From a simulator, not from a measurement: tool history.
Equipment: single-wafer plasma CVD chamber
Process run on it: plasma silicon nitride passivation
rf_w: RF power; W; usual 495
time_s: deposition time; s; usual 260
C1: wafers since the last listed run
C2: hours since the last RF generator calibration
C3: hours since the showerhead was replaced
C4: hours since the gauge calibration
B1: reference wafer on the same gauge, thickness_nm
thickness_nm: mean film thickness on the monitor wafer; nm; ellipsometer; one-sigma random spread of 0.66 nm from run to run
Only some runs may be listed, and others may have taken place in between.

{"run": 1, "hour": 0.0, "rf_w": 495, "time_s": 260, "C1": 0, "C2": 1885.7, "C3": 6265, "C4": 149, "B1": 380.829, "thickness_nm": 383.933}
{"run": 2, "hour": 37.9, "rf_w": 495, "time_s": 260, "C1": 156, "C2": 1923.6, "C3": 6302.9, "C4": 186.9, "B1": 381.014, "thickness_nm": 385.921}
{"run": 3, "hour": 83.1, "rf_w": 525, "time_s": 260, "C1": 186, "C2": 1968.8, "C3": 6348.1, "C4": 232.1, "B1": 381.048, "thickness_nm": 390.197}
{"run": 4, "hour": 127.8, "rf_w": 495, "time_s": 260, "C1": 184, "C2": 2013.5, "C3": 6392.8, "C4": 276.8, "B1": 380.864, "thickness_nm": 384.926}
{"run": 5, "hour": 158.7, "rf_w": 495, "time_s": 260, "C1": 127, "C2": 2044.4, "C3": 6423.7, "C4": 307.7, "B1": 380.892, "thickness_nm": 385.17}
{"run": 6, "hour": 206.5, "rf_w": 495, "time_s": 239, "C1": 197, "C2": 2092.2, "C3": 6471.5, "C4": 355.5, "B1": 381.109, "thickness_nm": 353.166}
{"run": 7, "hour": 254.3, "rf_w": 495, "time_s": 239, "C1": 197, "C2": 2140, "C3": 6519.3, "C4": 403.3, "B1": 381.035, "thickness_nm": 354.412}
{"run": 8, "hour": 305.8, "rf_w": 555, "time_s": 260, "C1": 212, "C2": 2191.5, "C3": 6570.8, "C4": 454.8, "B1": 380.861, "thickness_nm": 394.807}
{"run": 9, "hour": 354.9, "rf_w": 495, "time_s": 260, "C1": 202, "C2": 2240.6, "C3": 6619.9, "C4": 503.9, "B1": 381.077, "thickness_nm": 385.536}
{"hour": 387.3, "done": "RF generator calibrated"}
{"run": 10, "hour": 514.9, "rf_w": 495, "time_s": 260, "C1": 626, "C2": 127.6, "C3": 6779.9, "C4": 663.9, "B1": 381.009, "thickness_nm": 391.989}
{"run": 11, "hour": 546.4, "rf_w": 495, "time_s": 260, "C1": 129, "C2": 159.1, "C3": 6811.4, "C4": 695.4, "B1": 380.835, "thickness_nm": 390.929}
{"hour": 589.7, "done": "gauge calibrated"}
{"run": 12, "hour": 595.3, "rf_w": 575, "time_s": 221, "C1": 201, "C2": 208, "C3": 6860.3, "C4": 5.6, "B1": 380.913, "thickness_nm": 343.59}
{"hour": 644.1, "done": "showerhead replaced"}
{"run": 13, "hour": 655.9, "rf_w": 495, "time_s": 239, "C1": 216, "C2": 268.6, "C3": 11.8, "C4": 66.2, "B1": 381.122, "thickness_nm": 359.945}
{"run": 14, "hour": 680.6, "rf_w": 405, "time_s": 306, "C1": 101, "C2": 293.3, "C3": 36.5, "C4": 90.9, "B1": 381.064, "thickness_nm": 440.155}
{"run": 15, "hour": 735.2, "rf_w": 495, "time_s": 260, "C1": 225, "C2": 347.9, "C3": 91.1, "C4": 145.5, "B1": 381.083, "thickness_nm": 389.422}
{"run": 16, "hour": 801.7, "rf_w": 495, "time_s": 260, "C1": 274, "C2": 414.4, "C3": 157.6, "C4": 212, "B1": 380.953, "thickness_nm": 389.102}
{"run": 17, "hour": 841.9, "rf_w": 460, "time_s": 220, "C1": 165, "C2": 454.6, "C3": 197.8, "C4": 252.2, "B1": 380.997, "thickness_nm": 324.966}
{"run": 18, "hour": 880.8, "rf_w": 445, "time_s": 281, "C1": 160, "C2": 493.5, "C3": 236.7, "C4": 291.1, "B1": 380.795, "thickness_nm": 411.06}
{"run": 19, "hour": 941.2, "rf_w": 445, "time_s": 260, "C1": 249, "C2": 553.9, "C3": 297.1, "C4": 351.5, "B1": 380.833, "thickness_nm": 379.889}
{"run": 20, "hour": 988.9, "rf_w": 495, "time_s": 260, "C1": 196, "C2": 601.6, "C3": 344.8, "C4": 399.2, "B1": 381.153, "thickness_nm": 388.821}
{"run": 21, "hour": 1019.9, "rf_w": 545, "time_s": 309, "C1": 127, "C2": 632.6, "C3": 375.8, "C4": 430.2, "B1": 381.216, "thickness_nm": 471.359}
{"run": 22, "hour": 1074.1, "rf_w": 495, "time_s": 307, "C1": 223, "C2": 686.8, "C3": 430, "C4": 484.4, "B1": 380.894, "thickness_nm": 457.505}

Here are 3 independent what-if runs from the current tool condition. What would each one return?
{"run": "A", "hour": 1074.6, "rf_w": 495, "time_s": 227, "C1": 2, "C2": 687.3, "C3": 430.5, "C4": 484.9, "B1": "?", "thickness_nm": "?"}
{"run": "B", "hour": 1074.6, "rf_w": 495, "time_s": 225, "C1": 2, "C2": 687.3, "C3": 430.5, "C4": 484.9, "B1": "?", "thickness_nm": "?"}
{"run": "C", "hour": 1074.6, "rf_w": 455, "time_s": 244, "C1": 2, "C2": 687.3, "C3": 430.5, "C4": 484.9, "B1": "?", "thickness_nm": "?"}

run=A B1=381.063 thickness_nm=339.644
run=B B1=381.063 thickness_nm=336.652
run=C B1=381.063 thickness_nm=358.644
Had the tool no hidden state, the same runs would have come out as:
run=A thickness_nm=344.04
run=B thickness_nm=341.009
run=C thickness_nm=363.285

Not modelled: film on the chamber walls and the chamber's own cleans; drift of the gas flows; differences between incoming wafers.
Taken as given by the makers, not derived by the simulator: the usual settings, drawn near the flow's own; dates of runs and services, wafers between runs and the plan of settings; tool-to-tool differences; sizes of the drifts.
